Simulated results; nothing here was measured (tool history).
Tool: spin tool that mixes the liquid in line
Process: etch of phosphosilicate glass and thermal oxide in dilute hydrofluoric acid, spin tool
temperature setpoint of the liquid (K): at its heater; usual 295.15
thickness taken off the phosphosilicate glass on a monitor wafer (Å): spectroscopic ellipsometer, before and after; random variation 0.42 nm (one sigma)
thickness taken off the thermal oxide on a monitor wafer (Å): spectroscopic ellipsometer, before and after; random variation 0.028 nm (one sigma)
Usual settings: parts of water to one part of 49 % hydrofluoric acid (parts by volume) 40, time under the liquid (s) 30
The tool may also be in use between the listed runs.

run    hour  temperature setpoint of the liquid (K)  parts of water to one part of 49 % hydrofluoric acid (parts by volume)  time under the liquid (s)  wafers since the last listed run  hours since the thermometer was replaced  hours since the hydrofluoric acid flow meter was replaced  hours since the gauge calibration  read-back film thickness of the phosphosilicate glass reference wafer, read on the same gauge (nm)  read-back film thickness of the thermal oxide reference wafer, read on the same gauge (nm)  thickness taken off the phosphosilicate glass on a monitor wafer (Å)  thickness taken off the thermal oxide on a monitor wafer (Å)
  1     0.0                                  295.15                                                                      40                         30                                 0                                     506.4                                                     1260.3                             2265.3                                                                                               31.72                                                                                      63.509                                                                 609.4                                                         35.47
  2   103.1                                  295.15                                                                      40                         30                              1896                                     609.5                                                     1363.4                             2368.4                                                                                               31.80                                                                                      63.613                                                                 613.8                                                         35.70
      146.2  -- hydrofluoric acid flow meter replaced
  3   188.9                                  295.15                                                                      40                         15                              1560                                     695.3                                                       42.7                             2454.2                                                                                               31.91                                                                                      63.781                                                                 309.3                                                         17.81
      302.6  -- gauge calibrated
  4   391.4                                  295.15                                                                      40                         15                              3725                                     897.8                                                      245.2                               88.8                                                                                               30.08                                                                                      60.185                                                                 291.2                                                         16.72
  5   450.7                                  295.15                                                                      40                         30                              1090                                     957.1                                                      304.5                              148.1                                                                                               30.15                                                                                      60.284                                                                 577.1                                                         33.58
  6   538.5                                  295.15                                                                      40                         30                              1615                                    1044.9                                                      392.3                              235.9                                                                                               30.19                                                                                      60.405                                                                 583.4                                                         33.31
  7   590.5                                  295.15                                                                      40                         30                               956                                    1096.9                                                      444.3                              287.9                                                                                               30.25                                                                                      60.503                                                                 578.9                                                         33.84
  8   636.8                                  295.15                                                                      40                         30                               851                                    1143.2                                                      490.6                              334.2                                                                                               30.28                                                                                      60.490                                                                 590.0                                                         33.68
  9   697.0                                  295.15                                                                      40                         30                              1107                                    1203.4                                                      550.8                              394.4                                                                                               30.33                                                                                      60.598                                                                 585.6                                                         33.69
 10   773.0                                  295.15                                                                      40                         30                              1398                                    1279.4                                                      626.8                              470.4                                                                                               30.38                                                                                      60.707                                                                 584.3                                                         33.42
 11   857.1                                  295.15                                                                      50                         40                              1547                                    1363.5                                                      710.9                              554.5                                                                                               30.41                                                                                      60.855                                                                 615.0                                                         36.10
 12   897.0                                  295.15                                                                      40                         30                               734                                    1403.4                                                      750.8                              594.4                                                                                               30.44                                                                                      60.928                                                                 590.1                                                         33.95
 13   954.2                                  295.15                                                                      50                         30                              1052                                    1460.6                                                      808.0                              651.6                                                                                               30.47                                                                                      60.951                                                                 464.4                                                         26.62
 14  1018.9                                  295.15                                                                      55                         20                              1190                                    1525.3                                                      872.7                              716.3                                                                                               30.52                                                                                      61.088                                                                 282.0                                                         15.93
 15  1064.2                                  296.65                                                                      20                         25                               833                                    1570.6                                                      918.0                              761.6                                                                                               30.57                                                                                      61.169                                                                1079.6                                                         62.32
 16  1106.4                                  295.15                                                                      60                         30                               776                                    1612.8                                                      960.2                              803.8                                                                                               30.60                                                                                      61.200                                                                 384.7                                                         21.86
 17  1188.8                                  295.15                                                                      20                         30                              1515                                    1695.2                                                     1042.6                              886.2                                                                                               30.63                                                                                      61.388                                                                1223.3                                                         70.20
     1226.7  -- thermometer replaced
     1258.7  -- hydrofluoric acid flow meter replaced
 18  1280.1                                  295.15                                                                      40                         30                              1642                                      53.4                                                       21.4                              977.5                                                                                               30.70                                                                                      61.508                                                                 590.2                                                         33.73
 19  1372.1                                  291.15                                                                      40                         30                              1692                                     145.4                                                      113.4                             1069.5                                                                                               30.81                                                                                      61.569                                                                 498.6                                                         28.78
 20  1429.9                                  293.15                                                                      30                         30                              1063                                     203.2                                                      171.2                             1127.3                                                                                               30.86                                                                                      61.615                                                                 735.9                                                         42.45
 21  1494.3                                  295.15                                                                      20                         25                              1184                                     267.6                                                      235.6                             1191.7                                                                                               30.87                                                                                      61.777                                                                1029.0                                                         59.36
 22  1552.1                                  295.15                                                                      40                         30                              1063                                     325.4                                                      293.4                             1249.5                                                                                               30.94                                                                                      61.877                                                                 594.0                                                         34.82
 23  1640.7                                  295.15                                                                      40                         30                              1629                                     414.0                                                      382.0                             1338.1                                                                                               31.01                                                                                      61.965                                                                 600.0                                                         34.50
 24  1723.3                                  295.15                                                                      50                         30                              1519                                     496.6                                                      464.6                             1420.7                                                                                               31.07                                                                                      62.106                                                                 476.9                                                         27.00
 25  1772.0                                  297.65                                                                      40                         30                               895                                     545.3                                                      513.3                             1469.4                                                                                               31.09                                                                                      62.160                                                                 663.6                                                         38.28
 26  1819.4                                  295.15                                                                      40                         30                               871                                     592.7                                                      560.7                             1516.8                                                                                               31.13                                                                                      62.226                                                                 601.1                                                         34.54
 27  1914.6                                  295.15                                                                      40                         30                              1751                                     687.9                                                      655.9                             1612.0                                                                                               31.20                                                                                      62.366                                                                 600.3                                                         34.65

The same runs without the tool's hidden state, with the same run-to-run variation:
The hidden state here: liquid hotter than its thermometer reads (K); hydrofluoric acid flow above the setpoint (%); gauge reads high (%).
run  thickness taken off the phosphosilicate glass on a monitor wafer (Å)  thickness taken off the thermal oxide on a monitor wafer (Å)
  1                                                                 575.9                                                         33.52
  2                                                                 578.7                                                         33.66
  3                                                                 291.1                                                         16.76
  4                                                                 290.3                                                         16.67
  5                                                                 574.6                                                         33.44
  6                                                                 579.7                                                         33.10
  7                                                                 574.5                                                         33.58
  8                                                                 584.9                                                         33.39
  9                                                                 579.6                                                         33.35
 10                                                                 577.3                                                         33.02
 11                                                                 606.4                                                         35.59
 12                                                                 581.3                                                         33.45
 13                                                                 456.8                                                         26.19
 14                                                                 277.0                                                         15.65
 15                                                                1059.2                                                         61.15
 16                                                                 377.1                                                         21.43
 17                                                                1196.8                                                         68.68
 18                                                                 576.1                                                         32.93
 19                                                                 485.6                                                         28.04
 20                                                                 715.8                                                         41.29
 21                                                                 999.4                                                         57.65
 22                                                                 576.2                                                         33.78
 23                                                                 580.7                                                         33.39
 24                                                                 460.7                                                         26.09
 25                                                                 640.3                                                         36.93
 26                                                                 579.4                                                         33.29
 27                                                                 577.4                                                         33.33
